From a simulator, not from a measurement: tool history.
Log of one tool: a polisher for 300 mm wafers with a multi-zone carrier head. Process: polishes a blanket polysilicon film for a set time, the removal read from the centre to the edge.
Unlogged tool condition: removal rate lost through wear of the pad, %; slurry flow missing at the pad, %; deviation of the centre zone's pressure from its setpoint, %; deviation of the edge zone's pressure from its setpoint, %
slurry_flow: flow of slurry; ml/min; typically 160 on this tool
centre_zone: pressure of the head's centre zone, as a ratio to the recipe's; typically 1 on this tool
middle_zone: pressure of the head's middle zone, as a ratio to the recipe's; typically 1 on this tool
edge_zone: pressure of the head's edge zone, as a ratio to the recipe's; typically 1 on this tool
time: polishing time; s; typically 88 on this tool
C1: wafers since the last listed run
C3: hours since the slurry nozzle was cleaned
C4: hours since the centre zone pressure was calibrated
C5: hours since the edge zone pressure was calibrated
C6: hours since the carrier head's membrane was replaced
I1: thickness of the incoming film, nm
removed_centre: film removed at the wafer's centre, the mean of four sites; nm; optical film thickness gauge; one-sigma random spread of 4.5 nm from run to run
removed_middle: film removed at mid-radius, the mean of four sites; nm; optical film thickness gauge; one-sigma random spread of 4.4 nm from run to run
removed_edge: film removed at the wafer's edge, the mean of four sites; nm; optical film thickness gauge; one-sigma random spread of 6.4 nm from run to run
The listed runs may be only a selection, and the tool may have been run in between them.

run 1 hour=0 | slurry_flow=160 centre_zone=1 middle_zone=1 edge_zone=1 time=88 | C1=0 wafers_polished_on_this_pad=1440 C3=432.7 C4=126.4 C5=527.1 C6=1508.1 | I1=2053.2 | removed_centre=458.4 removed_middle=464 removed_edge=476.9
-- hour=10.3 worn pad replaced by a new one
run 2 hour=32.3 | slurry_flow=160 centre_zone=1 middle_zone=1 edge_zone=1 time=88 | C1=240 wafers_polished_on_this_pad=186 C3=465 C4=158.7 C5=559.4 C6=1540.4 | I1=2080.6 | removed_centre=462.3 removed_middle=460.2 removed_edge=487.1
run 3 hour=50.1 | slurry_flow=160 centre_zone=1 middle_zone=1 edge_zone=1 time=88 | C1=151 wafers_polished_on_this_pad=338 C3=482.8 C4=176.5 C5=577.2 C6=1558.2 | I1=2068.2 | removed_centre=472.3 removed_middle=465.6 removed_edge=472.3
run 4 hour=76.5 | slurry_flow=160 centre_zone=1 middle_zone=0.92 edge_zone=1 time=88 | C1=224 wafers_polished_on_this_pad=562 C3=509.2 C4=202.9 C5=603.6 C6=1584.6 | I1=2064.9 | removed_centre=454.5 removed_middle=440.9 removed_edge=470.5
run 5 hour=182 | slurry_flow=160 centre_zone=1 middle_zone=1 edge_zone=1 time=88 | C1=896 wafers_polished_on_this_pad=1459 C3=614.7 C4=308.4 C5=709.1 C6=1690.1 | I1=2082.9 | removed_centre=465.4 removed_middle=455.9 removed_edge=478.3
-- hour=195.7 worn pad replaced by a new one
run 6 hour=201.9 | slurry_flow=160 centre_zone=1 middle_zone=1 edge_zone=1 time=88 | C1=135 wafers_polished_on_this_pad=52 C3=634.6 C4=328.3 C5=729 C6=1710 | I1=2025.2 | removed_centre=472.3 removed_middle=463.4 removed_edge=475.1
run 7 hour=228.5 | slurry_flow=160 centre_zone=1 middle_zone=1 edge_zone=1 time=88 | C1=226 wafers_polished_on_this_pad=279 C3=661.2 C4=354.9 C5=755.6 C6=1736.6 | I1=2053.6 | removed_centre=464.9 removed_middle=458.1 removed_edge=484
run 8 hour=262 | slurry_flow=160 centre_zone=1 middle_zone=1 edge_zone=1 time=88 | C1=284 wafers_polished_on_this_pad=563 C3=694.7 C4=388.4 C5=789.1 C6=1770.1 | I1=2077.8 | removed_centre=477 removed_middle=464.5 removed_edge=475.4
run 9 hour=288.4 | slurry_flow=160 centre_zone=1 middle_zone=1 edge_zone=1 time=88 | C1=224 wafers_polished_on_this_pad=788 C3=721.1 C4=414.8 C5=815.5 C6=1796.5 | I1=2064 | removed_centre=465.2 removed_middle=463.9 removed_edge=475.5
-- hour=310.7 edge zone pressure recalibrated
run 10 hour=311.2 | slurry_flow=160 centre_zone=1 middle_zone=1 edge_zone=1 time=88 | C1=176 wafers_polished_on_this_pad=965 C3=743.9 C4=437.6 C5=0.5 C6=1819.3 | I1=2045 | removed_centre=463.6 removed_middle=461.4 removed_edge=483.5
run 11 hour=328.6 | slurry_flow=160 centre_zone=1 middle_zone=1 edge_zone=1 time=88 | C1=147 wafers_polished_on_this_pad=1113 C3=761.3 C4=455 C5=17.9 C6=1836.7 | I1=2080.3 | removed_centre=466.8 removed_middle=468 removed_edge=477.8
run 12 hour=346.3 | slurry_flow=160 centre_zone=0.96 middle_zone=1 edge_zone=1 time=88 | C1=150 wafers_polished_on_this_pad=1263 C3=779 C4=472.7 C5=35.6 C6=1854.4 | I1=2087.6 | removed_centre=447.5 removed_middle=464.4 removed_edge=483.3
-- hour=363.4 carrier head's membrane replaced by a new one
-- hour=373.2 centre zone pressure recalibrated
-- hour=375.4 worn pad replaced by a new one
run 13 hour=375.9 | slurry_flow=175 centre_zone=1.03 middle_zone=1.12 edge_zone=1 time=103 | C1=173 wafers_polished_on_this_pad=4 C3=808.6 C4=2.7 C5=65.2 C6=12.5 | I1=2046 | removed_centre=575.6 removed_middle=611.4 removed_edge=556
run 14 hour=386.3 | slurry_flow=210 centre_zone=0.95 middle_zone=0.96 edge_zone=1 time=109 | C1=88 wafers_polished_on_this_pad=92 C3=819 C4=13.1 C5=75.6 C6=22.9 | I1=2061.4 | removed_centre=573 removed_middle=586.5 removed_edge=615.8
-- hour=387.9 slurry nozzle cleaned
run 15 hour=415.6 | slurry_flow=195 centre_zone=1.11 middle_zone=0.92 edge_zone=1 time=88 | C1=240 wafers_polished_on_this_pad=333 C3=27.7 C4=42.4 C5=104.9 C6=52.2 | I1=2036.5 | removed_centre=534.1 removed_middle=446.5 removed_edge=485.4
run 16 hour=442.1 | slurry_flow=160 centre_zone=1 middle_zone=1 edge_zone=1 time=88 | C1=225 wafers_polished_on_this_pad=558 C3=54.2 C4=68.9 C5=131.4 C6=78.7 | I1=2056.1 | removed_centre=466 removed_middle=472.3 removed_edge=468.8
run 17 hour=466.9 | slurry_flow=160 centre_zone=0.88 middle_zone=1.06 edge_zone=0.96 time=88 | C1=210 wafers_polished_on_this_pad=769 C3=79 C4=93.7 C5=156.2 C6=103.5 | I1=2058.4 | removed_centre=413.4 removed_middle=486 removed_edge=462.9
run 18 hour=491.9 | slurry_flow=160 centre_zone=0.92 middle_zone=1 edge_zone=1 time=88 | C1=212 wafers_polished_on_this_pad=981 C3=104 C4=118.7 C5=181.2 C6=128.5 | I1=2060 | removed_centre=426.6 removed_middle=466.4 removed_edge=478.4
run 19 hour=516 | slurry_flow=160 centre_zone=0.88 middle_zone=1.08 edge_zone=1 time=88 | C1=204 wafers_polished_on_this_pad=1186 C3=128.1 C4=142.8 C5=205.3 C6=152.6 | I1=2041.5 | removed_centre=401.9 removed_middle=496.1 removed_edge=477.2
run 20 hour=538.6 | slurry_flow=200 centre_zone=1 middle_zone=1 edge_zone=1 time=88 | C1=192 wafers_polished_on_this_pad=1378 C3=150.7 C4=165.4 C5=227.9 C6=175.2 | I1=2073.3 | removed_centre=485.6 removed_middle=480.5 removed_edge=498.3

Forecast each of these 5 alternatives for the next run:
run A hour=539 | slurry_flow=160 centre_zone=1 middle_zone=1 edge_zone=1 time=108 | C1=3 wafers_polished_on_this_pad=1382 C3=151.1 C4=165.8 C5=228.3 C6=175.6 | I1=2087.4 | removed_centre=? removed_middle=? removed_edge=?
run B hour=539 | slurry_flow=145 centre_zone=1 middle_zone=1 edge_zone=1 time=75 | C1=3 wafers_polished_on_this_pad=1382 C3=151.1 C4=165.8 C5=228.3 C6=175.6 | I1=2087.4 | removed_centre=? removed_middle=? removed_edge=?
run C hour=539 | slurry_flow=160 centre_zone=1 middle_zone=1 edge_zone=0.95 time=73 | C1=3 wafers_polished_on_this_pad=1382 C3=151.1 C4=165.8 C5=228.3 C6=175.6 | I1=2087.4 | removed_centre=? removed_middle=? removed_edge=?
run D hour=539 | slurry_flow=160 centre_zone=0.91 middle_zone=1 edge_zone=0.93 time=88 | C1=3 wafers_polished_on_this_pad=1382 C3=151.1 C4=165.8 C5=228.3 C6=175.6 | I1=2087.4 | removed_centre=? removed_middle=? removed_edge=?
run E hour=539 | slurry_flow=160 centre_zone=1 middle_zone=1 edge_zone=1.09 time=88 | C1=3 wafers_polished_on_this_pad=1382 C3=151.1 C4=165.8 C5=228.3 C6=175.6 | I1=2087.4 | removed_centre=? removed_middle=? removed_edge=?

run=A removed_centre=573.4 removed_middle=560.9 removed_edge=585.2
run=B removed_centre=391.1 removed_middle=383.4 removed_edge=401.8
run=C removed_centre=387.6 removed_middle=379.1 removed_edge=386
run=D removed_centre=424.9 removed_middle=457.3 removed_edge=460.7
run=E removed_centre=467.2 removed_middle=457 removed_edge=497.6
Without the tool's hidden state the same runs would have given:
run=A removed_centre=573.4 removed_middle=560.9 removed_edge=585.2
run=B removed_centre=391.1 removed_middle=383.4 removed_edge=401.8
run=C removed_centre=387.6 removed_middle=379.1 removed_edge=386
run=D removed_centre=424.9 removed_middle=457.3 removed_edge=460.7
run=E removed_centre=467.2 removed_middle=457 removed_edge=497.6
